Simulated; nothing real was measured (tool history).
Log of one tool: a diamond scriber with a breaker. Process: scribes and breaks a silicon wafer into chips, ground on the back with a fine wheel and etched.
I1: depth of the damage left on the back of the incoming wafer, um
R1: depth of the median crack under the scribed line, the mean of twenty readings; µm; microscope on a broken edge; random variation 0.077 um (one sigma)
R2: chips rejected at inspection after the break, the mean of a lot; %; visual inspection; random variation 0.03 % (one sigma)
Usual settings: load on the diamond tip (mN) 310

{"run": 1, "day": 0.0, "load on the diamond tip (mN)": 377, "I1": 0.48, "R1": 17.06, "R2": 8.33}
{"run": 2, "day": 1.129, "load on the diamond tip (mN)": 310, "I1": 0.76, "R1": 15.34, "R2": 1.69}
{"run": 3, "day": 2.579, "load on the diamond tip (mN)": 310, "I1": 0.63, "R1": 15.24, "R2": 1.54}
{"run": 4, "day": 3.112, "load on the diamond tip (mN)": 310, "I1": 0.76, "R1": 15.26, "R2": 1.52}
{"run": 5, "day": 4.208, "load on the diamond tip (mN)": 310, "I1": 0.5, "R1": 15.24, "R2": 1.46}
{"run": 6, "day": 4.758, "load on the diamond tip (mN)": 310, "I1": 0.62, "R1": 15.23, "R2": 1.43}
{"run": 7, "day": 5.45, "load on the diamond tip (mN)": 310, "I1": 0.31, "R1": 15.15, "R2": 1.48}
{"run": 8, "day": 6.742, "load on the diamond tip (mN)": 310, "I1": 0.66, "R1": 15.1, "R2": 1.39}
{"run": 9, "day": 8.021, "load on the diamond tip (mN)": 310, "I1": 0.45, "R1": 15.17, "R2": 1.22}
{"run": 10, "day": 9.246, "load on the diamond tip (mN)": 310, "I1": 0.32, "R1": 15.0, "R2": 1.2}
{"day": 9.525, "done": "load on the tip recalibrated"}
{"run": 11, "day": 10.192, "load on the diamond tip (mN)": 262, "I1": 0.76, "R1": 12.56, "R2": 6.2}
{"run": 12, "day": 11.179, "load on the diamond tip (mN)": 370, "I1": 0.33, "R1": 15.11, "R2": 1.41}
{"run": 13, "day": 12.0, "load on the diamond tip (mN)": 252, "I1": 0.68, "R1": 12.07, "R2": 8.57}
{"run": 14, "day": 13.046, "load on the diamond tip (mN)": 335, "I1": 0.5, "R1": 14.32, "R2": 0.82}
{"day": 13.767, "done": "diamond tip replaced by a new one"}
{"run": 15, "day": 14.325, "load on the diamond tip (mN)": 310, "I1": 0.32, "R1": 14.15, "R2": 0.76}
{"run": 16, "day": 15.188, "load on the diamond tip (mN)": 389, "I1": 0.62, "R1": 16.14, "R2": 4.3}
{"run": 17, "day": 16.85, "load on the diamond tip (mN)": 396, "I1": 0.57, "R1": 16.43, "R2": 5.48}
{"run": 18, "day": 18.321, "load on the diamond tip (mN)": 378, "I1": 0.59, "R1": 15.94, "R2": 3.01}

5 ways to go on from here, each from the tool as it stands after run 18. What would each give?
{"run": "A", "day": 18.35, "load on the diamond tip (mN)": 390, "I1": 0.48, "R1": "?", "R2": "?"}
{"run": "B", "day": 18.35, "load on the diamond tip (mN)": 388, "I1": 0.48, "R1": "?", "R2": "?"}
{"run": "C", "day": 18.35, "load on the diamond tip (mN)": 384, "I1": 0.48, "R1": "?", "R2": "?"}
{"run": "D", "day": 18.35, "load on the diamond tip (mN)": 259, "I1": 0.48, "R1": "?", "R2": "?"}
{"run": "E", "day": 18.35, "load on the diamond tip (mN)": 379, "I1": 0.48, "R1": "?", "R2": "?"}

run=A R1=16.36 R2=4.65
run=B R1=16.32 R2=4.46
run=C R1=16.22 R2=4.09
run=D R1=12.96 R2=4.44
run=E R1=16.09 R2=3.65
Without the tool's hidden state the same runs would have given:
run=A R1=16.60 R2=5.62
run=B R1=16.55 R2=5.41
run=C R1=16.45 R2=4.99
run=D R1=13.14 R2=3.60
run=E R1=16.32 R2=4.49

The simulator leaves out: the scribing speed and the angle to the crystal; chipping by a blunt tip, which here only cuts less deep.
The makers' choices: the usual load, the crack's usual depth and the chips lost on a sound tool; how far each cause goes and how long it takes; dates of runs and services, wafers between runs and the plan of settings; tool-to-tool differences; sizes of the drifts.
